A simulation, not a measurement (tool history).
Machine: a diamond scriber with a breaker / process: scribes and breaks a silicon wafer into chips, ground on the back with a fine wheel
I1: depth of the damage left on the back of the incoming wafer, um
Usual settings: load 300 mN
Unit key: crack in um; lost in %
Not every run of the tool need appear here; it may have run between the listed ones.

Run 1, hour 0.0: usual settings but load 340 mN; I1 2.61. Result: crack 10.37 um, lost 15.49 %.
Run 2, hour 36.6: usual settings but load 340 mN; I1 2.01. Result: crack 10.30 um, lost 13.17 %.
Run 3, hour 44.5: usual settings; I1 1.98. Result: crack 8.87 um, lost 4.16 %.
Run 4, hour 54.6: usual settings; I1 2.24. Result: crack 8.94 um, lost 4.67 %.
Run 5, hour 68.6: usual settings; I1 2.61. Result: crack 8.77 um, lost 5.25 %.
Run 6, hour 78.8: usual settings but load 357 mN; I1 1.69. Result: crack 10.43 um, lost 17.76 %.
Run 7, hour 87.5: usual settings but load 357 mN; I1 2.62. Result: crack 10.65 um, lost 16.59 %.
Run 8, hour 99.9: usual settings but load 357 mN; I1 2.68. Result: crack 10.74 um, lost 16.19 %.
Run 9, hour 110.2: usual settings; I1 1.62. Result: crack 8.76 um, lost 2.75 %.
Run 10, hour 123.1: usual settings; I1 1.98. Result: crack 8.67 um, lost 3.55 %.
Run 11, hour 139.0: usual settings; I1 1.88. Result: crack 8.56 um, lost 3.20 %.
Run 12, hour 150.0: usual settings but load 255 mN; I1 2.45. Result: crack 7.28 um, lost 11.99 %.
Run 13, hour 163.4: usual settings but load 271 mN; I1 1.77. Result: crack 7.71 um, lost 5.45 %.
Run 14, hour 171.6: usual settings but load 271 mN; I1 1.76. Result: crack 7.53 um, lost 5.73 %.
Run 15, hour 187.0: usual settings but load 271 mN; I1 2.77. Result: crack 7.57 um, lost 8.81 %.
Run 16, hour 204.2: usual settings; I1 1.60. Result: crack 8.53 um, lost 2.46 %.
Run 17, hour 219.4: usual settings but load 331 mN; I1 2.22. Result: crack 9.41 um, lost 6.72 %.
Run 18, hour 236.9: usual settings but load 329 mN; I1 2.35. Result: crack 9.05 um, lost 6.00 %.
Run 19, hour 247.2: usual settings but load 329 mN; I1 1.63. Result: crack 9.25 um, lost 4.67 %.
Run 20, hour 258.1: usual settings; I1 2.47. Result: crack 8.13 um, lost 4.57 %.
Run 21, hour 265.5: usual settings but load 342 mN; I1 2.82. Result: crack 9.50 um, lost 8.35 %.
Run 22, hour 271.8: usual settings but load 344 mN; I1 2.78. Result: crack 9.25 um, lost 9.11 %.
Run 23, hour 284.3: usual settings but load 326 mN; I1 1.58. Result: crack 8.97 um, lost 3.61 %.
Run 24, hour 301.6: usual settings but load 220 mN; I1 1.53. Result: crack 5.61 um, lost 40.69 %.
Run 25, hour 343.9: usual settings but load 266 mN; I1 2.21. Result: crack 8.15 um, lost 3.38 %.
Run 26, hour 350.2: usual settings but load 376 mN; I1 2.75. Result: crack 11.73 um, lost 29.19 %.
Run 27, hour 364.8: usual settings but load 254 mN; I1 2.75. Result: crack 7.77 um, lost 8.16 %.
Run 28, hour 374.3: usual settings but load 260 mN; I1 2.06. Result: crack 7.91 um, lost 4.45 %.
Run 29, hour 386.8: usual settings but load 390 mN; I1 1.60. Result: crack 11.92 um, lost 33.75 %.
Run 30, hour 402.3: usual settings but load 247 mN; I1 1.75. Result: crack 6.42 um, lost 22.49 %.
Run 31, hour 417.7: usual settings but load 270 mN; I1 1.82. Result: crack 7.11 um, lost 10.18 %.
Run 32, hour 424.3: usual settings but load 217 mN; I1 2.87. Result: crack 5.44 um, lost 53.60 %.
Run 33, hour 432.5: usual settings but load 364 mN; I1 2.05. Result: crack 9.79 um, lost 9.55 %.
Run 34, hour 445.5: usual settings; I1 1.67. Result: crack 7.92 um, lost 3.55 %.
Run 35, hour 453.8: usual settings but load 383 mN; I1 2.57. Result: crack 10.48 um, lost 12.85 %.
Run 36, hour 468.6: usual settings; I1 2.69. Result: crack 7.89 um, lost 6.32 %.
Run 37, hour 484.0: usual settings but load 359 mN; I1 2.87. Result: crack 9.51 um, lost 9.19 %.
Run 38, hour 500.2: usual settings but load 327 mN; I1 2.00. Result: crack 8.37 um, lost 3.30 %.
Run 39, hour 506.6: usual settings but load 357 mN; I1 2.73. Result: crack 9.49 um, lost 7.37 %.
Run 40, hour 518.9: usual settings but load 247 mN; I1 2.80. Result: crack 6.16 um, lost 29.82 %.
Run 41, hour 534.9: usual settings but load 382 mN; I1 2.44. Result: crack 10.06 um, lost 11.37 %.

Put back what was entered between runs (2 entries, withheld): which listed runs does each sit between, and how does the hidden state differ from the listed run before to the listed run after?
In the gap between runs 24 and 25: diamond tip replaced by a new one (hour 314.2)
  share of the diamond tip's cutting effectiveness lost through wear, %: 20.3 -> 2.33; deviation of the load on the tip from its setpoint, %: 12.7 -> 13.2
  measured less the result without the state, crack: -0.16 -> +0.87 um; lost: +4.02 -> -5.04 %
In the gap between runs 29 and 30: load on the tip recalibrated (hour 389.0)
  share of the diamond tip's cutting effectiveness lost through wear, %: 4.89 -> 5.81; deviation of the load on the tip from its setpoint, %: 13.7 -> 0.467
  measured less the result without the state, crack: +1.13 -> -0.23 um; lost: +13.41 -> +4.55 %

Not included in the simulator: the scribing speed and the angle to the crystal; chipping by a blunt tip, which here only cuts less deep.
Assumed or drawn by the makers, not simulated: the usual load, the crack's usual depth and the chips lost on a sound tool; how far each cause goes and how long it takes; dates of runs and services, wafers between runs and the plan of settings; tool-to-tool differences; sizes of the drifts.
